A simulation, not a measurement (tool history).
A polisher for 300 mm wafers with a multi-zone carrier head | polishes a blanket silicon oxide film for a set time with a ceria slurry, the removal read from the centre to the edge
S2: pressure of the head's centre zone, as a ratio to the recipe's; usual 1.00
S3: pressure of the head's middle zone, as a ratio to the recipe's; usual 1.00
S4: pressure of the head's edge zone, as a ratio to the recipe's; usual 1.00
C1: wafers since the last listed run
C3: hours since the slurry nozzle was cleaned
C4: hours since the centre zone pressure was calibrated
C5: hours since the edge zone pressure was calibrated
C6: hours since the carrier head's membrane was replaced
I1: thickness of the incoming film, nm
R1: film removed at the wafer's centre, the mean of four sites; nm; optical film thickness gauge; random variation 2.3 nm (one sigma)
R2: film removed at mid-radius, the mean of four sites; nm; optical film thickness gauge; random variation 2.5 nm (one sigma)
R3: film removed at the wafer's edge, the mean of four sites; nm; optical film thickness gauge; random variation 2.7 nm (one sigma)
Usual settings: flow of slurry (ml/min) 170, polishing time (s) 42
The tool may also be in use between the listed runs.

{"run": 1, "hour": 0.0, "flow of slurry (ml/min)": 170, "S2": 1.0, "S3": 1.0, "S4": 1.0, "polishing time (s)": 42, "C1": 0, "wafers polished on this pad": 58, "C3": 164.9, "C4": 1093.6, "C5": 352.1, "C6": 1664.4, "I1": 756.5, "R1": 180.6, "R2": 180.1, "R3": 181.6}
{"run": 2, "hour": 15.8, "flow of slurry (ml/min)": 170, "S2": 1.0, "S3": 1.0, "S4": 1.0, "polishing time (s)": 42, "C1": 244, "wafers polished on this pad": 303, "C3": 180.7, "C4": 1109.4, "C5": 367.9, "C6": 1680.2, "I1": 739.6, "R1": 180.6, "R2": 184.1, "R3": 178.7}
{"run": 3, "hour": 23.4, "flow of slurry (ml/min)": 170, "S2": 1.0, "S3": 1.0, "S4": 1.0, "polishing time (s)": 42, "C1": 117, "wafers polished on this pad": 420, "C3": 188.3, "C4": 1117.0, "C5": 375.5, "C6": 1687.8, "I1": 735.8, "R1": 179.1, "R2": 185.5, "R3": 180.9}
{"run": 4, "hour": 36.1, "flow of slurry (ml/min)": 170, "S2": 1.0, "S3": 1.0, "S4": 1.0, "polishing time (s)": 42, "C1": 196, "wafers polished on this pad": 616, "C3": 201.0, "C4": 1129.7, "C5": 388.2, "C6": 1700.5, "I1": 755.6, "R1": 181.3, "R2": 181.8, "R3": 183.5}
{"run": 5, "hour": 52.0, "flow of slurry (ml/min)": 170, "S2": 1.0, "S3": 1.0, "S4": 1.0, "polishing time (s)": 42, "C1": 245, "wafers polished on this pad": 862, "C3": 216.9, "C4": 1145.6, "C5": 404.1, "C6": 1716.4, "I1": 750.2, "R1": 174.3, "R2": 177.2, "R3": 182.2}
{"run": 6, "hour": 60.2, "flow of slurry (ml/min)": 170, "S2": 1.0, "S3": 1.0, "S4": 1.0, "polishing time (s)": 42, "C1": 126, "wafers polished on this pad": 989, "C3": 225.1, "C4": 1153.8, "C5": 412.3, "C6": 1724.6, "I1": 750.2, "R1": 175.1, "R2": 179.3, "R3": 181.1}
{"run": 7, "hour": 73.5, "flow of slurry (ml/min)": 170, "S2": 1.0, "S3": 1.0, "S4": 1.0, "polishing time (s)": 42, "C1": 205, "wafers polished on this pad": 1194, "C3": 238.4, "C4": 1167.1, "C5": 425.6, "C6": 1737.9, "I1": 747.5, "R1": 174.2, "R2": 176.7, "R3": 178.7}
{"hour": 80.4, "done": "worn pad replaced by a new one"}
{"run": 8, "hour": 81.2, "flow of slurry (ml/min)": 170, "S2": 1.0, "S3": 1.0, "S4": 1.0, "polishing time (s)": 42, "C1": 57, "wafers polished on this pad": 11, "C3": 246.1, "C4": 1174.8, "C5": 433.3, "C6": 1745.6, "I1": 754.2, "R1": 171.6, "R2": 175.5, "R3": 179.0}
{"hour": 85.1, "done": "slurry nozzle cleaned"}
{"run": 9, "hour": 91.3, "flow of slurry (ml/min)": 195, "S2": 1.0, "S3": 1.0, "S4": 1.0, "polishing time (s)": 42, "C1": 140, "wafers polished on this pad": 152, "C3": 6.2, "C4": 1184.9, "C5": 443.4, "C6": 1755.7, "I1": 743.1, "R1": 169.1, "R2": 169.7, "R3": 171.5}
{"run": 10, "hour": 103.9, "flow of slurry (ml/min)": 195, "S2": 1.0, "S3": 1.0, "S4": 1.0, "polishing time (s)": 42, "C1": 194, "wafers polished on this pad": 347, "C3": 18.8, "C4": 1197.5, "C5": 456.0, "C6": 1768.3, "I1": 747.0, "R1": 164.5, "R2": 171.8, "R3": 171.5}
{"hour": 125.6, "done": "carrier head's membrane replaced by a new one"}
{"run": 11, "hour": 126.1, "flow of slurry (ml/min)": 170, "S2": 1.0, "S3": 0.89, "S4": 1.0, "polishing time (s)": 42, "C1": 265, "wafers polished on this pad": 612, "C3": 41.0, "C4": 1219.7, "C5": 478.2, "C6": 0.5, "I1": 734.4, "R1": 159.3, "R2": 147.6, "R3": 170.3}
{"run": 12, "hour": 127.2, "flow of slurry (ml/min)": 170, "S2": 1.0, "S3": 1.0, "S4": 0.9, "polishing time (s)": 51, "C1": 16, "wafers polished on this pad": 629, "C3": 42.1, "C4": 1220.8, "C5": 479.3, "C6": 1.6, "I1": 752.5, "R1": 193.3, "R2": 197.8, "R3": 194.5}
{"run": 13, "hour": 142.0, "flow of slurry (ml/min)": 170, "S2": 1.0, "S3": 1.0, "S4": 1.0, "polishing time (s)": 42, "C1": 228, "wafers polished on this pad": 858, "C3": 56.9, "C4": 1235.6, "C5": 494.1, "C6": 16.4, "I1": 751.7, "R1": 155.5, "R2": 161.8, "R3": 167.5}
{"hour": 149.4, "done": "centre zone pressure recalibrated"}
{"run": 14, "hour": 149.9, "flow of slurry (ml/min)": 170, "S2": 0.92, "S3": 1.08, "S4": 1.0, "polishing time (s)": 42, "C1": 91, "wafers polished on this pad": 949, "C3": 64.8, "C4": 0.5, "C5": 502.0, "C6": 24.3, "I1": 754.5, "R1": 144.0, "R2": 173.4, "R3": 169.6}
{"hour": 151.2, "done": "slurry nozzle cleaned, repeated, since the last time left the tool worse"}
{"hour": 156.1, "done": "edge zone pressure recalibrated"}
{"hour": 159.9, "done": "worn pad replaced by a new one"}
{"run": 15, "hour": 160.4, "flow of slurry (ml/min)": 215, "S2": 1.0, "S3": 1.0, "S4": 0.96, "polishing time (s)": 37, "C1": 57, "wafers polished on this pad": 8, "C3": 9.2, "C4": 11.0, "C5": 4.3, "C6": 34.8, "I1": 750.7, "R1": 174.0, "R2": 173.5, "R3": 164.4}
{"run": 16, "hour": 164.3, "flow of slurry (ml/min)": 205, "S2": 1.0, "S3": 1.0, "S4": 1.0, "polishing time (s)": 53, "C1": 60, "wafers polished on this pad": 68, "C3": 13.1, "C4": 14.9, "C5": 8.2, "C6": 38.7, "I1": 737.5, "R1": 239.8, "R2": 234.6, "R3": 245.5}
{"run": 17, "hour": 178.3, "flow of slurry (ml/min)": 170, "S2": 0.91, "S3": 0.91, "S4": 1.12, "polishing time (s)": 34, "C1": 216, "wafers polished on this pad": 284, "C3": 27.1, "C4": 28.9, "C5": 22.2, "C6": 52.7, "I1": 753.4, "R1": 137.0, "R2": 137.5, "R3": 161.4}
{"run": 18, "hour": 186.9, "flow of slurry (ml/min)": 170, "S2": 1.0, "S3": 0.97, "S4": 0.96, "polishing time (s)": 50, "C1": 132, "wafers polished on this pad": 417, "C3": 35.7, "C4": 37.5, "C5": 30.8, "C6": 61.3, "I1": 763.5, "R1": 215.4, "R2": 211.3, "R3": 217.5}
{"run": 19, "hour": 195.8, "flow of slurry (ml/min)": 170, "S2": 0.97, "S3": 1.0, "S4": 1.09, "polishing time (s)": 42, "C1": 137, "wafers polished on this pad": 555, "C3": 44.6, "C4": 46.4, "C5": 39.7, "C6": 70.2, "I1": 765.9, "R1": 180.0, "R2": 186.7, "R3": 193.9}
{"run": 20, "hour": 239.4, "flow of slurry (ml/min)": 170, "S2": 1.0, "S3": 1.0, "S4": 1.0, "polishing time (s)": 42, "C1": 673, "wafers polished on this pad": 1229, "C3": 88.2, "C4": 90.0, "C5": 83.3, "C6": 113.8, "I1": 735.8, "R1": 188.2, "R2": 186.7, "R3": 183.8}

Run 21 comes next. What will it give?
{"hour": 251.9, "done": "worn pad replaced by a new one"}
{"run": 21, "hour": 252.4, "flow of slurry (ml/min)": 170, "S2": 0.92, "S3": 1.0, "S4": 1.04, "polishing time (s)": 42, "C1": 139, "wafers polished on this pad": 7, "C3": 101.2, "C4": 103.0, "C5": 96.3, "C6": 126.8, "I1": 737.5, "R1": "?", "R2": "?", "R3": "?"}

{"run 21": {"R1": 168.4, "R2": 186.4, "R3": 187.9}}
Without the tool's hidden state the same run would have given R1 172.1 nm, R2 190.0 nm, R3 190.5 nm.

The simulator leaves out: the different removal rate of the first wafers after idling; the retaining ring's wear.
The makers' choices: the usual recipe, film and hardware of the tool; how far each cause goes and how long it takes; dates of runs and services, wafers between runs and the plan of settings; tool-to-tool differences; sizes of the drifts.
